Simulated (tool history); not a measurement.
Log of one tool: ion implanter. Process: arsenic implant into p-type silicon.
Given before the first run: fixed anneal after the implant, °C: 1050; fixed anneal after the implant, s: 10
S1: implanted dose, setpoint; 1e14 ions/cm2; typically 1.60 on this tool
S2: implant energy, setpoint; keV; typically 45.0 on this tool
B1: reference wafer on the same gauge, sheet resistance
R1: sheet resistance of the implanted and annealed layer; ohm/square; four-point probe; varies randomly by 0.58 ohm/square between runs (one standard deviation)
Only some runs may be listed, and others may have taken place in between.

run 1 hour=0.0 | S1=1.60 S2=53.0 | B1=348.23 | R1=375.50
run 2 hour=48.8 | S1=1.60 S2=53.0 | B1=348.00 | R1=375.49
run 3 hour=113.8 | S1=1.60 S2=53.0 | B1=348.11 | R1=375.66
run 4 hour=171.4 | S1=1.60 S2=52.0 | B1=347.95 | R1=376.23
run 5 hour=358.4 | S1=1.60 S2=52.0 | B1=347.94 | R1=375.65
run 6 hour=403.2 | S1=1.60 S2=45.0 | B1=347.98 | R1=385.26
run 7 hour=466.7 | S1=1.60 S2=45.0 | B1=347.80 | R1=385.33
-- hour=492.1 extraction supply calibrated
run 8 hour=492.6 | S1=1.72 S2=41.0 | B1=348.08 | R1=372.15
run 9 hour=534.1 | S1=1.60 S2=45.0 | B1=348.04 | R1=385.26
-- hour=547.0 gauge calibrated
-- hour=558.6 Faraday cup replaced and dose calibrated
run 10 hour=567.8 | S1=1.60 S2=45.0 | B1=347.88 | R1=389.81
run 11 hour=607.5 | S1=1.60 S2=45.0 | B1=347.95 | R1=389.46
run 12 hour=674.1 | S1=1.14 S2=35.5 | B1=347.98 | R1=512.73
run 13 hour=736.7 | S1=1.74 S2=45.0 | B1=348.18 | R1=367.23
run 14 hour=805.9 | S1=1.60 S2=45.0 | B1=347.93 | R1=390.10
run 15 hour=872.7 | S1=1.90 S2=50.5 | B1=347.81 | R1=338.30
run 16 hour=943.5 | S1=1.60 S2=45.0 | B1=347.93 | R1=388.68
run 17 hour=996.6 | S1=1.96 S2=45.0 | B1=347.95 | R1=336.65
run 18 hour=1051.0 | S1=1.21 S2=37.5 | B1=347.87 | R1=486.51
run 19 hour=1080.1 | S1=1.60 S2=30.5 | B1=347.87 | R1=414.59

Expected results for the next run?
run 20 hour=1138.3 | S1=1.19 S2=39.5 | B1=? | R1=?

B1: 348.14
R1: 486.98 ohm/square
Were there no unlogged condition in the tool, this run, its random variation unchanged, would have produced R1 488.54 ohm/square.

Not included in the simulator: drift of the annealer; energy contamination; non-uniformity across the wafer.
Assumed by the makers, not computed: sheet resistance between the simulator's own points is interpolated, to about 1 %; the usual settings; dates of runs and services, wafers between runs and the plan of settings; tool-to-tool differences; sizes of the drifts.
